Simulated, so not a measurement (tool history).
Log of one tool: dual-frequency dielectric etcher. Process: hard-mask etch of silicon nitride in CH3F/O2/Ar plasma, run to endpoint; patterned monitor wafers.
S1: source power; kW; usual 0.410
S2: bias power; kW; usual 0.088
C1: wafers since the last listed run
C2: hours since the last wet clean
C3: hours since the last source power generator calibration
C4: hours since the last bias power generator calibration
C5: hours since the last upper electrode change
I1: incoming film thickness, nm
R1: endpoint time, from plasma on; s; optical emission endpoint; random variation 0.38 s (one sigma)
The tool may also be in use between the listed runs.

run 1 hour=0.0 | S1=0.330 S2=0.088 | C1=0 C2=355.6 C3=4170.1 C4=3227.6 C5=2747.2 | I1=34.84 | R1=50.1
run 2 hour=52.1 | S1=0.330 S2=0.088 | C1=585 C2=407.7 C3=4222.2 C4=3279.7 C5=2799.3 | I1=34.92 | R1=50.3
-- hour=89.3 wet clean of the chamber
run 3 hour=124.4 | S1=0.330 S2=0.088 | C1=542 C2=35.1 C3=4294.5 C4=3352.0 C5=2871.6 | I1=35.02 | R1=47.2
run 4 hour=213.5 | S1=0.410 S2=0.088 | C1=1000 C2=124.2 C3=4383.6 C4=3441.1 C5=2960.7 | I1=35.20 | R1=44.8
run 5 hour=296.6 | S1=0.410 S2=0.088 | C1=933 C2=207.3 C3=4466.7 C4=3524.2 C5=3043.8 | I1=34.98 | R1=45.1
run 6 hour=341.0 | S1=0.410 S2=0.088 | C1=498 C2=251.7 C3=4511.1 C4=3568.6 C5=3088.2 | I1=34.99 | R1=45.1
run 7 hour=423.0 | S1=0.430 S2=0.072 | C1=921 C2=333.7 C3=4593.1 C4=3650.6 C5=3170.2 | I1=35.38 | R1=48.7
-- hour=486.5 wet clean of the chamber
run 8 hour=487.0 | S1=0.430 S2=0.072 | C1=449 C2=0.5 C3=4657.1 C4=3714.6 C5=3234.2 | I1=35.10 | R1=47.0
run 9 hour=504.1 | S1=0.360 S2=0.074 | C1=192 C2=17.6 C3=4674.2 C4=3731.7 C5=3251.3 | I1=34.87 | R1=49.3
-- hour=527.2 source power generator calibrated
-- hour=578.4 upper electrode replaced
run 10 hour=578.9 | S1=0.330 S2=0.077 | C1=525 C2=92.4 C3=51.7 C4=3806.5 C5=0.5 | I1=35.01 | R1=50.8
run 11 hour=612.9 | S1=0.410 S2=0.088 | C1=381 C2=126.4 C3=85.7 C4=3840.5 C5=34.5 | I1=35.00 | R1=44.4
run 12 hour=668.7 | S1=0.480 S2=0.073 | C1=626 C2=182.2 C3=141.5 C4=3896.3 C5=90.3 | I1=35.24 | R1=45.6
-- hour=751.4 bias power generator calibrated
run 13 hour=769.6 | S1=0.350 S2=0.104 | C1=1088 C2=283.1 C3=242.4 C4=18.2 C5=191.2 | I1=34.97 | R1=45.3
-- hour=856.3 wet clean of the chamber
run 14 hour=856.8 | S1=0.410 S2=0.078 | C1=709 C2=0.5 C3=329.6 C4=105.4 C5=278.4 | I1=34.87 | R1=46.4
run 15 hour=920.5 | S1=0.330 S2=0.077 | C1=715 C2=64.2 C3=393.3 C4=169.1 C5=342.1 | I1=34.88 | R1=50.0
run 16 hour=986.5 | S1=0.410 S2=0.088 | C1=741 C2=130.2 C3=459.3 C4=235.1 C5=408.1 | I1=35.10 | R1=44.9
run 17 hour=1047.7 | S1=0.410 S2=0.088 | C1=687 C2=191.4 C3=520.5 C4=296.3 C5=469.3 | I1=35.23 | R1=45.8

Forecast each of these 4 alternatives for the next run:
run A hour=1048.1 | S1=0.310 S2=0.088 | C1=4 C2=191.8 C3=520.9 C4=296.7 C5=469.7 | I1=35.21 | R1=?
run B hour=1048.1 | S1=0.480 S2=0.088 | C1=4 C2=191.8 C3=520.9 C4=296.7 C5=469.7 | I1=35.21 | R1=?
run C hour=1048.1 | S1=0.470 S2=0.104 | C1=4 C2=191.8 C3=520.9 C4=296.7 C5=469.7 | I1=35.21 | R1=?
run D hour=1048.1 | S1=0.460 S2=0.068 | C1=4 C2=191.8 C3=520.9 C4=296.7 C5=469.7 | I1=35.21 | R1=?

run=A R1=50.5
run=B R1=43.0
run=C R1=41.0
run=D R1=47.3
Without the tool's hidden state the same runs would have given:
run=A R1=49.3
run=B R1=42.0
run=C R1=40.1
run=D R1=46.2
